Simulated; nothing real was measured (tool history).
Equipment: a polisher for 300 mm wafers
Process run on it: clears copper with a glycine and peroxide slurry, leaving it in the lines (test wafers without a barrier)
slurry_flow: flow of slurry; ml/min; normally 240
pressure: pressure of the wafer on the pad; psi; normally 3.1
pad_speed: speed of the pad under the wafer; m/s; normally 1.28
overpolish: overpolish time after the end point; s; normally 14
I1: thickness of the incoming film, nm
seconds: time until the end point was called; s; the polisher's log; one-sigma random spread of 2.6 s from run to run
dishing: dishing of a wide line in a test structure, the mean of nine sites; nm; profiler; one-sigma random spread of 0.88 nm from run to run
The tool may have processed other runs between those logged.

run 1 day=0 | slurry_flow=240 pressure=3.1 pad_speed=1.28 overpolish=14 | I1=819 | seconds=150.2 dishing=40.9
run 2 day=0.888 | slurry_flow=240 pressure=3.1 pad_speed=1.28 overpolish=14 | I1=822.3 | seconds=154.1 dishing=38.7
run 3 day=1.954 | slurry_flow=240 pressure=3.1 pad_speed=1.28 overpolish=14 | I1=807.9 | seconds=151.4 dishing=38.7
run 4 day=2.479 | slurry_flow=240 pressure=3.1 pad_speed=1.28 overpolish=14 | I1=810.8 | seconds=160.9 dishing=38.8
-- day=2.746 worn pad replaced by a new one
run 5 day=3.875 | slurry_flow=240 pressure=3.1 pad_speed=1.28 overpolish=14 | I1=810.1 | seconds=135.7 dishing=42.6
run 6 day=4.621 | slurry_flow=240 pressure=3.1 pad_speed=1.28 overpolish=14 | I1=813.1 | seconds=137 dishing=41.4
run 7 day=6.083 | slurry_flow=240 pressure=3.1 pad_speed=1.28 overpolish=14 | I1=804.8 | seconds=143 dishing=40.3
run 8 day=6.8 | slurry_flow=240 pressure=3.1 pad_speed=1.28 overpolish=14 | I1=809.1 | seconds=139.9 dishing=40.5
run 9 day=7.45 | slurry_flow=240 pressure=3.1 pad_speed=1.28 overpolish=12 | I1=816.6 | seconds=137.3 dishing=38
run 10 day=9.85 | slurry_flow=240 pressure=3.1 pad_speed=1.28 overpolish=12 | I1=813.3 | seconds=140.6 dishing=36.3
run 11 day=10.638 | slurry_flow=240 pressure=3.1 pad_speed=1.28 overpolish=12 | I1=809.3 | seconds=151.1 dishing=35.8
run 12 day=11.212 | slurry_flow=240 pressure=3.1 pad_speed=1.28 overpolish=14 | I1=806.4 | seconds=151.4 dishing=39.2
run 13 day=11.908 | slurry_flow=240 pressure=3.1 pad_speed=1.28 overpolish=14 | I1=798.7 | seconds=151 dishing=39.1
-- day=12.433 worn pad replaced by a new one
run 14 day=12.867 | slurry_flow=300 pressure=2.8 pad_speed=1.52 overpolish=10 | I1=802.8 | seconds=118.2 dishing=36.2
run 15 day=14.362 | slurry_flow=240 pressure=3.1 pad_speed=1.28 overpolish=14 | I1=820.6 | seconds=140.5 dishing=39.8
run 16 day=15.433 | slurry_flow=240 pressure=3.6 pad_speed=1.02 overpolish=10 | I1=802.6 | seconds=152.9 dishing=31.6
-- day=16.167 slurry nozzle cleaned
run 17 day=16.483 | slurry_flow=240 pressure=3.8 pad_speed=1.28 overpolish=14 | I1=822.3 | seconds=127.8 dishing=42.2
run 18 day=17.475 | slurry_flow=240 pressure=3.1 pad_speed=1.52 overpolish=19 | I1=807 | seconds=122.5 dishing=46.6
run 19 day=18.521 | slurry_flow=240 pressure=3.1 pad_speed=1.28 overpolish=14 | I1=807.2 | seconds=145.9 dishing=38.3
-- day=19.712 head pressure recalibrated
run 20 day=19.733 | slurry_flow=240 pressure=3.1 pad_speed=1.44 overpolish=14 | I1=807 | seconds=135.3 dishing=40.5

What does the tool deliver on the next run?
run 21 day=20.517 | slurry_flow=240 pressure=3.1 pad_speed=1.28 overpolish=14 | I1=794 | seconds=? dishing=?

{"run 21": {"seconds": 154.7, "dishing": 39.2}}
If the tool had no hidden condition, the same run with the same run-to-run variation would have returned seconds 134.2 s, dishing 42 nm.
